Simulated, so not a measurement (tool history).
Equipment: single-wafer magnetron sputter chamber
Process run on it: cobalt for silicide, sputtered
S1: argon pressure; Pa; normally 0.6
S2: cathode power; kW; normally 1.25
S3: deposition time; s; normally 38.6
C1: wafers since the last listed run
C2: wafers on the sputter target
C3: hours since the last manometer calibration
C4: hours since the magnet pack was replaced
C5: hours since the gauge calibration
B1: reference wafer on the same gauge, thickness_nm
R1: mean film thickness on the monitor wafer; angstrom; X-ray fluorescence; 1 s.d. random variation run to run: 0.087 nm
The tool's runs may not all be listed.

run   hour     S1    S2    S3   C1    C2      C3       C4     C5      B1      R1
  1      0    0.6  1.25  38.6    0  4372  1689.5  11321.6    4.6  19.003  208.34
  2     15    0.6  1.25  38.6  288  4660  1704.5  11336.6   19.6  19.006   207.7
  3   27.5    0.6  1.25  38.6  240  4900    1717  11349.1   32.1   18.97  206.46
  4     35    0.6  1.25  38.6  144  5044  1724.5  11356.6   39.6  18.974   206.9
  5   48.5    0.6  1.25  38.6  259  5303    1738  11370.1   53.1  18.984  206.71
  6   61.1    0.6  1.25  38.6  241  5545  1750.6  11382.7   65.7  18.995  206.13
  7   69.2  0.511   1.4  38.6  155  5701  1758.7  11390.8   73.8   19.02  238.64
  8   84.8  0.511   1.4  38.6  299  6000  1774.3  11406.4   89.4  19.015   236.5
      93.1  -- capacitance manometer re-zeroed and calibrated
  9   95.4  0.511   1.4  38.6   49  6050     2.3    11417    100  19.016  236.45
 10  112.9    0.6  1.25  38.6  336  6386    19.8  11434.5  117.5  19.006  204.31
 11    122    0.6  1.25  38.6  174  6561    28.9  11443.6  126.6      19  204.95
     132.3  -- magnet pack replaced
 12  133.1  0.713  1.45  38.6   59  6620      40      0.8  137.7  19.007  229.52
 13  142.7  0.459   1.5  46.1  184  6805    49.6     10.4  147.3  19.014  306.22
 14  154.4    0.6     1  32.5  224  7029    61.3     22.1    159  19.009  136.84
     164.6  -- sputter target and shields replaced
 15  165.6    0.6  1.25  38.6   61    18    72.5     33.3  170.2  18.984  213.65
     167.9  -- gauge calibrated
 16  172.2    0.6   1.1  33.6  126   145    79.1     39.9    4.3  19.001  163.23
 17  179.1    0.6  1.25  38.6  132   277      86     46.8   11.2  19.005  213.84
 18  193.2    0.6  1.25  44.8  270   548   100.1     60.9   25.3  18.988  248.32
 19  201.6    0.6  1.25  38.6  161   709   108.5     69.3   33.7  19.018   210.9
 20  212.3  0.754  1.25  38.6  205   915   119.2       80   44.4  19.001   202.3
 21    224  0.485  1.35  43.3  224  1139   130.9     91.7   56.1  19.004  262.94

Branching from run 21: 3 alternative next runs. What would each branch give?
  A  224.4    0.6  1.55  38.6   7  1147  131.3  92.1  56.5   ?   ?
  B  224.4  0.402  1.55  44.4   7  1147  131.3  92.1  56.5   ?   ?
  C  224.4  0.678  1.45  38.6   7  1147  131.3  92.1  56.5   ?   ?

run      B1      R1
  A  18.999  262.13
  B  18.999  319.14
  C  18.999  239.87
Had the tool no hidden state, the same runs would have come out as:
run      R1
  A  264.34
  B  321.83
  C  241.89
